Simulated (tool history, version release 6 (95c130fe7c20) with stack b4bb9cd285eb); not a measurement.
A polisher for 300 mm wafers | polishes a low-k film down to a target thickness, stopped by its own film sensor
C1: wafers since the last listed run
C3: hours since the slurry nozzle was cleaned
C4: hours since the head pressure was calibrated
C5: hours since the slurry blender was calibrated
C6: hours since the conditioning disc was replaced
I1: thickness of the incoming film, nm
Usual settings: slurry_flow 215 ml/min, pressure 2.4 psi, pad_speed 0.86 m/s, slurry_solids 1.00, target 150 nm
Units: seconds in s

{"run": 1, "day": 0.0, "slurry_flow": 215, "pressure": 2.8, "pad_speed": 0.72, "slurry_solids": 1.0, "target": 150, "C1": 0, "wafers polished on this pad": 1862, "C3": 660.3, "C4": 677.5, "C5": 111.1, "C6": 20.1, "I1": 207.8, "seconds": 151.8}
{"day": 3.046, "done": "worn pad replaced by a new one"}
{"run": 2, "day": 3.371, "slurry_flow": 215, "pressure": 2.8, "pad_speed": 0.72, "slurry_solids": 1.0, "target": 150, "C1": 577, "wafers polished on this pad": 58, "C3": 741.2, "C4": 758.4, "C5": 192.0, "C6": 101.0, "I1": 209.8, "seconds": 139.5}
{"day": 6.617, "done": "slurry nozzle cleaned"}
{"day": 7.208, "done": "slurry blender recalibrated"}
{"run": 3, "day": 7.862, "slurry_flow": 215, "pressure": 2.8, "pad_speed": 0.72, "slurry_solids": 1.0, "target": 150, "C1": 787, "wafers polished on this pad": 846, "C3": 29.9, "C4": 866.2, "C5": 15.7, "C6": 208.8, "I1": 211.6, "seconds": 142.8}
{"run": 4, "day": 9.508, "slurry_flow": 170, "pressure": 2.4, "pad_speed": 0.86, "slurry_solids": 0.75, "target": 150, "C1": 296, "wafers polished on this pad": 1143, "C3": 69.4, "C4": 905.7, "C5": 55.2, "C6": 248.3, "I1": 209.9, "seconds": 151.0}
{"run": 5, "day": 11.142, "slurry_flow": 170, "pressure": 2.4, "pad_speed": 0.86, "slurry_solids": 0.75, "target": 150, "C1": 294, "wafers polished on this pad": 1437, "C3": 108.6, "C4": 944.9, "C5": 94.4, "C6": 287.5, "I1": 212.2, "seconds": 165.3}
{"run": 6, "day": 13.842, "slurry_flow": 170, "pressure": 2.4, "pad_speed": 0.86, "slurry_solids": 0.75, "target": 150, "C1": 486, "wafers polished on this pad": 1924, "C3": 173.4, "C4": 1009.7, "C5": 159.2, "C6": 352.3, "I1": 212.9, "seconds": 180.4}
{"day": 14.029, "done": "conditioning disc replaced and pad reconditioned"}
{"day": 14.708, "done": "worn pad replaced by a new one"}
{"run": 7, "day": 17.692, "slurry_flow": 215, "pressure": 2.1, "pad_speed": 0.86, "slurry_solids": 1.0, "target": 150, "C1": 649, "wafers polished on this pad": 538, "C3": 265.8, "C4": 1102.1, "C5": 251.6, "C6": 87.9, "I1": 209.3, "seconds": 151.9}
{"run": 8, "day": 20.692, "slurry_flow": 215, "pressure": 2.1, "pad_speed": 0.86, "slurry_solids": 1.0, "target": 150, "C1": 541, "wafers polished on this pad": 1079, "C3": 337.8, "C4": 1174.1, "C5": 323.6, "C6": 159.9, "I1": 212.0, "seconds": 169.9}
{"day": 21.992, "done": "slurry blender recalibrated"}
{"run": 9, "day": 23.721, "slurry_flow": 215, "pressure": 2.1, "pad_speed": 0.86, "slurry_solids": 1.0, "target": 150, "C1": 531, "wafers polished on this pad": 1610, "C3": 410.5, "C4": 1246.8, "C5": 41.5, "C6": 232.6, "I1": 208.9, "seconds": 153.4}
{"day": 26.608, "done": "head pressure recalibrated"}
{"run": 10, "day": 26.662, "slurry_flow": 215, "pressure": 2.4, "pad_speed": 0.96, "slurry_solids": 1.0, "target": 150, "C1": 515, "wafers polished on this pad": 2126, "C3": 481.1, "C4": 1.3, "C5": 112.1, "C6": 303.2, "I1": 212.1, "seconds": 148.1}
{"day": 27.246, "done": "worn pad replaced by a new one"}
{"day": 27.579, "done": "conditioning disc replaced and pad reconditioned"}
{"run": 11, "day": 31.146, "slurry_flow": 215, "pressure": 2.4, "pad_speed": 0.96, "slurry_solids": 1.0, "target": 150, "C1": 763, "wafers polished on this pad": 688, "C3": 588.7, "C4": 108.9, "C5": 219.7, "C6": 85.6, "I1": 213.7, "seconds": 139.5}
{"run": 12, "day": 34.638, "slurry_flow": 215, "pressure": 2.4, "pad_speed": 1.08, "slurry_solids": 1.0, "target": 150, "C1": 629, "wafers polished on this pad": 1318, "C3": 672.5, "C4": 192.7, "C5": 303.5, "C6": 169.4, "I1": 211.2, "seconds": 124.5}
{"day": 35.004, "done": "slurry blender recalibrated"}
{"day": 36.15, "done": "slurry nozzle cleaned"}
{"run": 13, "day": 36.575, "slurry_flow": 265, "pressure": 2.7, "pad_speed": 1.0, "slurry_solids": 1.0, "target": 150, "C1": 326, "wafers polished on this pad": 1645, "C3": 10.2, "C4": 239.2, "C5": 37.7, "C6": 215.9, "I1": 209.5, "seconds": 109.9}
{"day": 39.662, "done": "conditioning disc replaced and pad reconditioned"}
{"run": 14, "day": 40.958, "slurry_flow": 165, "pressure": 2.4, "pad_speed": 0.6, "slurry_solids": 1.0, "target": 150, "C1": 775, "wafers polished on this pad": 2420, "C3": 115.4, "C4": 344.4, "C5": 142.9, "C6": 31.1, "I1": 207.6, "seconds": 212.8}
{"day": 41.738, "done": "worn pad replaced by a new one"}
{"run": 15, "day": 43.862, "slurry_flow": 255, "pressure": 2.9, "pad_speed": 0.78, "slurry_solids": 1.0, "target": 162, "C1": 493, "wafers polished on this pad": 382, "C3": 185.1, "C4": 414.1, "C5": 212.6, "C6": 100.8, "I1": 212.1, "seconds": 107.1}
{"run": 16, "day": 46.546, "slurry_flow": 215, "pressure": 2.4, "pad_speed": 0.86, "slurry_solids": 1.1, "target": 166, "C1": 483, "wafers polished on this pad": 866, "C3": 249.5, "C4": 478.5, "C5": 277.0, "C6": 165.2, "I1": 212.8, "seconds": 110.2}
{"day": 49.058, "done": "slurry blender recalibrated"}
{"run": 17, "day": 50.462, "slurry_flow": 215, "pressure": 2.4, "pad_speed": 0.86, "slurry_solids": 1.0, "target": 150, "C1": 691, "wafers polished on this pad": 1558, "C3": 343.5, "C4": 572.5, "C5": 33.7, "C6": 259.2, "I1": 213.4, "seconds": 146.4}
{"run": 18, "day": 52.804, "slurry_flow": 215, "pressure": 2.4, "pad_speed": 0.86, "slurry_solids": 1.0, "target": 150, "C1": 422, "wafers polished on this pad": 1980, "C3": 399.7, "C4": 628.7, "C5": 89.9, "C6": 315.4, "I1": 206.9, "seconds": 140.2}
{"day": 53.917, "done": "worn pad replaced by a new one"}
{"day": 54.162, "done": "conditioning disc replaced and pad reconditioned"}
{"run": 19, "day": 55.008, "slurry_flow": 215, "pressure": 2.4, "pad_speed": 0.86, "slurry_solids": 1.0, "target": 150, "C1": 352, "wafers polished on this pad": 181, "C3": 452.6, "C4": 681.6, "C5": 142.8, "C6": 20.3, "I1": 206.4, "seconds": 126.0}

Forecast run 20:
{"run": 20, "day": 58.379, "slurry_flow": 215, "pressure": 2.4, "pad_speed": 0.86, "slurry_solids": 1.0, "target": 150, "C1": 607, "wafers polished on this pad": 789, "C3": 533.5, "C4": 762.5, "C5": 223.7, "C6": 101.2, "I1": 208.1, "seconds": "?"}

{"run 20": {"seconds": 137.2}}
Without the tool's hidden state the same run would have given seconds 124.4 s.
